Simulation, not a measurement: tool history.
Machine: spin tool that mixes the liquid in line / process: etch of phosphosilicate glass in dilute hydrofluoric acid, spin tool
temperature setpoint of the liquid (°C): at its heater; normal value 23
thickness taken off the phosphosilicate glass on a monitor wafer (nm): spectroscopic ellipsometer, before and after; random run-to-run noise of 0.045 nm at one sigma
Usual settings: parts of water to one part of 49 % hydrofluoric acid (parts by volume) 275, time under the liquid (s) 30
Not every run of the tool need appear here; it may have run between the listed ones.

| run | hour | temperature setpoint of the liquid (°C) | parts of water to one part of 49 % hydrofluoric acid (parts by volume) | time under the liquid (s) | read-back film thickness of the phosphosilicate glass reference wafer, read on the same gauge (nm) | thickness taken off the phosphosilicate glass on a monitor wafer (nm) |
|---|---|---|---|---|---|---|
| 1 | 0.0 | 23 | 275 | 30 | 48.41 | 6.49 |
| 2 | 48.6 | 23 | 275 | 30 | 48.36 | 6.47 |
| 3 | 115.7 | 23 | 275 | 30 | 48.23 | 6.60 |
| 4 | 178.7 | 23 | 275 | 25 | 48.16 | 5.42 |
| 5 | 264.5 | 23 | 275 | 25 | 47.99 | 5.42 |
| 6 | 335.1 | 23 | 275 | 30 | 47.90 | 6.45 |
| 7 | 422.8 | 23 | 275 | 30 | 47.75 | 6.43 |
| 8 | 468.9 | 23 | 275 | 30 | 47.66 | 6.45 |
| 9 | 550.4 | 23 | 275 | 30 | 47.52 | 6.47 |
| 10 | 654.1 | 23 | 275 | 30 | 47.34 | 6.36 |
| 11 | 757.3 | 23 | 275 | 30 | 47.10 | 6.39 |
| 12 | 841.8 | 23 | 275 | 30 | 46.97 | 6.37 |
| 13 | 897.7 | 23 | 275 | 30 | 46.84 | 6.31 |
| 14 | 979.0 | 23 | 275 | 30 | 46.66 | 6.26 |
| 15 | 1027.7 | 23 | 275 | 30 | 46.57 | 6.28 |
| 16 | 1122.3 | 23 | 275 | 30 | 46.36 | 6.25 |
|  | 1161.1 | thermometer replaced |
| 17 | 1169.9 | 21 | 275 | 15 | 46.25 | 2.89 |
|  | 1211.6 | hydrofluoric acid flow meter replaced |
| 18 | 1215.3 | 23 | 275 | 50 | 46.14 | 10.44 |

Predict the results of run 19:
| 19 | 1310.1 | 25 | 275 | 30 | ? | ? |

For run 19 the tool returned read-back film thickness of the phosphosilicate glass reference wafer, read on the same gauge (nm) 45.93, thickness taken off the phosphosilicate glass on a monitor wafer (nm) 6.69.
The same run, on a tool lacking any hidden state, would have yielded thickness taken off the phosphosilicate glass on a monitor wafer (nm) 7.29.
